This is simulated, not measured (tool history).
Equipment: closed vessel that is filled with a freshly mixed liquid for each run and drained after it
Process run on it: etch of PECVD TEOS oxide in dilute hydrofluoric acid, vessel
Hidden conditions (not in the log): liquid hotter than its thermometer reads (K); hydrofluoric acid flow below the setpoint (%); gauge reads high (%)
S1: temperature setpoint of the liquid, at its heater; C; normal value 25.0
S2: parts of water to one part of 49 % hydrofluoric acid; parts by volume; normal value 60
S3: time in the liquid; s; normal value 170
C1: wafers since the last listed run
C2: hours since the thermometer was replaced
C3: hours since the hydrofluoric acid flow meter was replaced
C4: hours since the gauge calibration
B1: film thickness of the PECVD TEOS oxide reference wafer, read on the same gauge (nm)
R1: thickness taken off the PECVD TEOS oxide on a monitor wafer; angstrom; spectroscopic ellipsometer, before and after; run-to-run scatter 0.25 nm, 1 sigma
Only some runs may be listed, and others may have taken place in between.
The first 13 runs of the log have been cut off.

run 14 hour=960.6 | S1=29.0 S2=30 S3=260 | C1=8894 C2=995.3 C3=670.4 C4=479.8 | B1=120.01 | R1=1125.8
run 15 hour=1034.2 | S1=20.5 S2=30 S3=170 | C1=9829 C2=1068.9 C3=744.0 C4=553.4 | B1=120.03 | R1=527.0
run 16 hour=1077.1 | S1=25.0 S2=60 S3=170 | C1=5729 C2=1111.8 C3=786.9 C4=596.3 | B1=120.01 | R1=303.2
run 17 hour=1159.7 | S1=20.0 S2=50 S3=225 | C1=11031 C2=1194.4 C3=869.5 C4=678.9 | B1=120.00 | R1=405.3
-- hour=1172.2 hydrofluoric acid flow meter replaced
run 18 hour=1253.7 | S1=30.0 S2=60 S3=170 | C1=12420 C2=1288.4 C3=81.5 C4=772.9 | B1=120.01 | R1=375.4
run 19 hour=1303.1 | S1=25.0 S2=60 S3=170 | C1=6597 C2=1337.8 C3=130.9 C4=822.3 | B1=120.01 | R1=309.7
-- hour=1348.3 thermometer replaced
run 20 hour=1390.9 | S1=21.5 S2=80 S3=90 | C1=11592 C2=42.6 C3=218.7 C4=910.1 | B1=119.96 | R1=97.4
run 21 hour=1484.6 | S1=28.0 S2=80 S3=170 | C1=12513 C2=136.3 C3=312.4 C4=1003.8 | B1=120.01 | R1=234.2
run 22 hour=1569.5 | S1=28.0 S2=35 S3=135 | C1=11338 C2=221.2 C3=397.3 C4=1088.7 | B1=119.99 | R1=464.0
run 23 hour=1658.8 | S1=23.5 S2=45 S3=170 | C1=11926 C2=310.5 C3=486.6 C4=1178.0 | B1=119.99 | R1=375.0
run 24 hour=1749.1 | S1=25.0 S2=60 S3=170 | C1=12059 C2=400.8 C3=576.9 C4=1268.3 | B1=119.99 | R1=292.2
run 25 hour=1793.4 | S1=23.0 S2=90 S3=170 | C1=5916 C2=445.1 C3=621.2 C4=1312.6 | B1=120.01 | R1=173.6
run 26 hour=1893.1 | S1=25.0 S2=45 S3=170 | C1=13315 C2=544.8 C3=720.9 C4=1412.3 | B1=120.00 | R1=403.3
-- hour=1944.8 hydrofluoric acid flow meter replaced
run 27 hour=1947.6 | S1=23.5 S2=60 S3=105 | C1=7145 C2=599.3 C3=2.8 C4=1466.8 | B1=119.99 | R1=171.4
run 28 hour=1987.8 | S1=25.0 S2=60 S3=95 | C1=5368 C2=639.5 C3=43.0 C4=1507.0 | B1=120.02 | R1=166.9
run 29 hour=2069.5 | S1=27.0 S2=60 S3=245 | C1=10911 C2=721.2 C3=124.7 C4=1588.7 | B1=120.00 | R1=465.9
run 30 hour=2141.4 | S1=25.0 S2=80 S3=170 | C1=9602 C2=793.1 C3=196.6 C4=1660.6 | B1=119.99 | R1=218.5
run 31 hour=2214.9 | S1=28.0 S2=60 S3=105 | C1=9816 C2=866.6 C3=270.1 C4=1734.1 | B1=120.01 | R1=207.0
run 32 hour=2387.4 | S1=25.0 S2=60 S3=75 | C1=23037 C2=1039.1 C3=442.6 C4=1906.6 | B1=119.98 | R1=136.2

Below are 5 alternative next runs, each starting from the tool's condition after run 32. Predict each:
run A hour=2388.1 | S1=25.0 S2=60 S3=145 | C1=93 C2=1039.8 C3=443.3 C4=1907.3 | B1=? | R1=?
run B hour=2388.1 | S1=23.0 S2=75 S3=170 | C1=93 C2=1039.8 C3=443.3 C4=1907.3 | B1=? | R1=?
run C hour=2388.1 | S1=22.0 S2=90 S3=170 | C1=93 C2=1039.8 C3=443.3 C4=1907.3 | B1=? | R1=?
run D hour=2388.1 | S1=25.0 S2=35 S3=170 | C1=93 C2=1039.8 C3=443.3 C4=1907.3 | B1=? | R1=?
run E hour=2388.1 | S1=21.5 S2=85 S3=125 | C1=93 C2=1039.8 C3=443.3 C4=1907.3 | B1=? | R1=?

run=A B1=119.98 R1=256.8
run=B B1=119.98 R1=217.9
run=C B1=119.98 R1=171.1
run=D B1=119.98 R1=534.5
run=E B1=119.98 R1=131.4
Take away the tool's hidden state, keep each run's random variation, and the runs would have read:
run=A R1=245.1
run=B R1=207.9
run=C R1=163.3
run=D R1=509.6
run=E R1=125.3

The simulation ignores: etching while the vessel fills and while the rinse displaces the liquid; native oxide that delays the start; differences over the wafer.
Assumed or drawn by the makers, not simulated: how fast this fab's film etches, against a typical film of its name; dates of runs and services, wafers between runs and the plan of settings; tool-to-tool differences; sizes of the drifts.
